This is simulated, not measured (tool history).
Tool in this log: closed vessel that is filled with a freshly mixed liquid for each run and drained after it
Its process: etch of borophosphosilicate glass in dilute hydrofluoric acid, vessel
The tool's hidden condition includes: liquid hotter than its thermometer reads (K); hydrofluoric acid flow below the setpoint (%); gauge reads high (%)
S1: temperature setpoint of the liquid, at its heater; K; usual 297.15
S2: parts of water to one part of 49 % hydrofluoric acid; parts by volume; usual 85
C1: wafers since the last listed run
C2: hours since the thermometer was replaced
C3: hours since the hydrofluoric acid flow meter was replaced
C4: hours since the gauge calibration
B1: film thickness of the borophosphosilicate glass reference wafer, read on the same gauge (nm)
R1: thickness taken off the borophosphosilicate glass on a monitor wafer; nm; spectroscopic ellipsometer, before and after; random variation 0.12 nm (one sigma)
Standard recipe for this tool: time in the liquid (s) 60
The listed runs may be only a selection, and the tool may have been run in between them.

{"run": 1, "hour": 0.0, "S1": 297.15, "S2": 85, "time in the liquid (s)": 60, "C1": 0, "C2": 1182.2, "C3": 1676.1, "C4": 122.2, "B1": 109.95, "R1": 24.29}
{"run": 2, "hour": 10.3, "S1": 297.15, "S2": 85, "time in the liquid (s)": 60, "C1": 1292, "C2": 1192.5, "C3": 1686.4, "C4": 132.5, "B1": 110.01, "R1": 24.37}
{"run": 3, "hour": 27.7, "S1": 297.15, "S2": 85, "time in the liquid (s)": 60, "C1": 2183, "C2": 1209.9, "C3": 1703.8, "C4": 149.9, "B1": 110, "R1": 24.29}
{"run": 4, "hour": 34.7, "S1": 297.15, "S2": 85, "time in the liquid (s)": 60, "C1": 878, "C2": 1216.9, "C3": 1710.8, "C4": 156.9, "B1": 109.98, "R1": 24.21}
{"run": 5, "hour": 51.8, "S1": 297.15, "S2": 85, "time in the liquid (s)": 60, "C1": 2145, "C2": 1234, "C3": 1727.9, "C4": 174, "B1": 110.04, "R1": 24.01}
{"run": 6, "hour": 61.4, "S1": 297.15, "S2": 85, "time in the liquid (s)": 60, "C1": 1204, "C2": 1243.6, "C3": 1737.5, "C4": 183.6, "B1": 109.98, "R1": 24.26}
{"run": 7, "hour": 72.5, "S1": 297.15, "S2": 85, "time in the liquid (s)": 60, "C1": 1392, "C2": 1254.7, "C3": 1748.6, "C4": 194.7, "B1": 109.98, "R1": 24.31}
{"run": 8, "hour": 100.0, "S1": 297.15, "S2": 85, "time in the liquid (s)": 60, "C1": 3450, "C2": 1282.2, "C3": 1776.1, "C4": 222.2, "B1": 109.99, "R1": 24.26}
{"hour": 113.0, "done": "hydrofluoric acid flow meter replaced"}
{"run": 9, "hour": 117.7, "S1": 297.15, "S2": 85, "time in the liquid (s)": 60, "C1": 2095, "C2": 1299.9, "C3": 4.7, "C4": 239.9, "B1": 110.03, "R1": 28.3}
{"hour": 123.4, "done": "gauge calibrated"}
{"run": 10, "hour": 129.5, "S1": 297.15, "S2": 85, "time in the liquid (s)": 60, "C1": 1480, "C2": 1311.7, "C3": 16.5, "C4": 6.1, "B1": 109.98, "R1": 28.25}
{"run": 11, "hour": 142.0, "S1": 300.15, "S2": 85, "time in the liquid (s)": 30, "C1": 1568, "C2": 1324.2, "C3": 29, "C4": 18.6, "B1": 110.02, "R1": 15.91}
{"run": 12, "hour": 154.2, "S1": 297.15, "S2": 85, "time in the liquid (s)": 60, "C1": 1530, "C2": 1336.4, "C3": 41.2, "C4": 30.8, "B1": 109.97, "R1": 27.86}
{"run": 13, "hour": 171.7, "S1": 294.15, "S2": 85, "time in the liquid (s)": 35, "C1": 2195, "C2": 1353.9, "C3": 58.7, "C4": 48.3, "B1": 109.94, "R1": 14.57}
{"run": 14, "hour": 183.2, "S1": 297.15, "S2": 85, "time in the liquid (s)": 60, "C1": 1443, "C2": 1365.4, "C3": 70.2, "C4": 59.8, "B1": 109.98, "R1": 28.07}
{"hour": 193.0, "done": "thermometer replaced"}
{"run": 15, "hour": 200.2, "S1": 295.15, "S2": 95, "time in the liquid (s)": 60, "C1": 2007, "C2": 7.2, "C3": 87.2, "C4": 76.8, "B1": 109.97, "R1": 22.79}
{"run": 16, "hour": 210.7, "S1": 297.15, "S2": 85, "time in the liquid (s)": 60, "C1": 1317, "C2": 17.7, "C3": 97.7, "C4": 87.3, "B1": 110, "R1": 27.91}
{"run": 17, "hour": 226.9, "S1": 299.65, "S2": 85, "time in the liquid (s)": 60, "C1": 2032, "C2": 33.9, "C3": 113.9, "C4": 103.5, "B1": 110.04, "R1": 31.09}
{"run": 18, "hour": 239.2, "S1": 301.15, "S2": 85, "time in the liquid (s)": 60, "C1": 1543, "C2": 46.2, "C3": 126.2, "C4": 115.8, "B1": 110.02, "R1": 32.61}
{"run": 19, "hour": 248.2, "S1": 301.15, "S2": 85, "time in the liquid (s)": 60, "C1": 1129, "C2": 55.2, "C3": 135.2, "C4": 124.8, "B1": 110.01, "R1": 32.88}
{"run": 20, "hour": 265.9, "S1": 299.15, "S2": 75, "time in the liquid (s)": 40, "C1": 2221, "C2": 72.9, "C3": 152.9, "C4": 142.5, "B1": 109.98, "R1": 23.15}

What if the next run were any one of these 3? Each begins from the tool's condition after run 20:
{"run": "A", "hour": 266.6, "S1": 297.15, "S2": 85, "time in the liquid (s)": 80, "C1": 87, "C2": 73.6, "C3": 153.6, "C4": 143.2, "B1": "?", "R1": "?"}
{"run": "B", "hour": 266.6, "S1": 302.15, "S2": 70, "time in the liquid (s)": 75, "C1": 87, "C2": 73.6, "C3": 153.6, "C4": 143.2, "B1": "?", "R1": "?"}
{"run": "C", "hour": 266.6, "S1": 295.15, "S2": 85, "time in the liquid (s)": 40, "C1": 87, "C2": 73.6, "C3": 153.6, "C4": 143.2, "B1": "?", "R1": "?"}

run=A B1=109.97 R1=37.29
run=B B1=109.97 R1=52.76
run=C B1=109.97 R1=17.2
The same runs, with their run-to-run variation unchanged, on a tool lacking any hidden condition would have given:
run=A R1=38.14
run=B R1=53.96
run=C R1=17.59
